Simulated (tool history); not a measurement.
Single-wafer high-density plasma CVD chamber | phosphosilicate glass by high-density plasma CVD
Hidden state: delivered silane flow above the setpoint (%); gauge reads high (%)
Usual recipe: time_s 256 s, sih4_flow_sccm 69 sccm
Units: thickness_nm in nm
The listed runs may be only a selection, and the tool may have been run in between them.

run   hour  time_s  sih4_flow_sccm  wafers since the last listed run  hours since the silane flow controller was replaced  hours since the gauge calibration  read-back reference wafer on the same gauge, thickness_nm  thickness_nm
  1    0.0     256              69                                 0                                               2444.7                              126.5                                                   1230.113      1563.439
  2   11.1     256              69                                97                                               2455.8                              137.6                                                   1230.545      1568.959
  3   28.9     256              69                               155                                               2473.6                              155.4                                                   1229.963      1563.214
  4   45.3     256              69                               143                                               2490.0                              171.8                                                   1230.322      1572.731
  5   62.6     256              69                               151                                               2507.3                              189.1                                                   1230.511      1571.285
  6   71.7     274              69                                79                                               2516.4                              198.2                                                   1230.026      1679.388
  7   78.3     274              69                                57                                               2523.0                              204.8                                                   1230.483      1679.462
  8   88.7     287              64                                91                                               2533.4                              215.2                                                   1229.849      1631.981
  9  106.5     287              64                               155                                               2551.2                              233.0                                                   1229.943      1633.574
 10  122.7     287              64                               141                                               2567.4                              249.2                                                   1229.684      1633.169
 11  135.4     256              69                               111                                               2580.1                              261.9                                                   1229.825      1576.001
 12  142.3     256              69                                60                                               2587.0                              268.8                                                   1230.136      1572.624
 13  158.3     256              69                               140                                               2603.0                              284.8                                                   1230.222      1574.931
     159.8  -- gauge calibrated
 14  168.3     239              76                                87                                               2613.0                                8.5                                                   1229.922      1619.318
     179.5  -- silane flow controller replaced
 15  184.6     287              64                                72                                                  5.1                               24.8                                                   1229.833      1573.388
 16  230.1     256              82                               398                                                 50.6                               70.3                                                   1229.570      1806.420
 17  246.2     256              69                               140                                                 66.7                               86.4                                                   1230.382      1512.925
 18  254.9     271              69                                76                                                 75.4                               95.1                                                   1229.678      1603.966
 19  270.6     256              65                               137                                                 91.1                              110.8                                                   1230.204      1423.489
 20  277.1     300              69                                56                                                 97.6                              117.3                                                   1229.914      1774.521
 21  285.1     228              79                                70                                                105.6                              125.3                                                   1230.090      1542.745
 22  298.4     291              78                               116                                                118.9                              138.6                                                   1230.505      1944.592
 23  307.0     256              69                                75                                                127.5                              147.2                                                   1229.636      1516.644
 24  323.2     256              69                               141                                                143.7                              163.4                                                   1230.152      1515.152
 25  331.9     256              81                                76                                                152.4                              172.1                                                   1230.674      1775.948
 26  346.6     284              64                               128                                                167.1                              186.8                                                   1229.926      1556.057
 27  361.9     256              69                               133                                                182.4                              202.1                                                   1229.638      1511.101
 28  373.5     290              59                               101                                                194.0                              213.7                                                   1229.889      1463.493

For each entry between runs, how does the tool's hidden state at the last listed run before it compare with that at the first listed run after it?
In the gap between runs 13 and 14: gauge calibrated (hour 159.8)
  delivered silane flow above the setpoint (%): 5.04 -> 5.08
  measured minus no-state result, thickness_nm: +75.603 -> +78.236 nm
In the gap between runs 14 and 15: silane flow controller replaced (hour 179.5)
  delivered silane flow above the setpoint (%): 5.08 -> 1.08
  measured minus no-state result, thickness_nm: +78.236 -> +16.824 nm
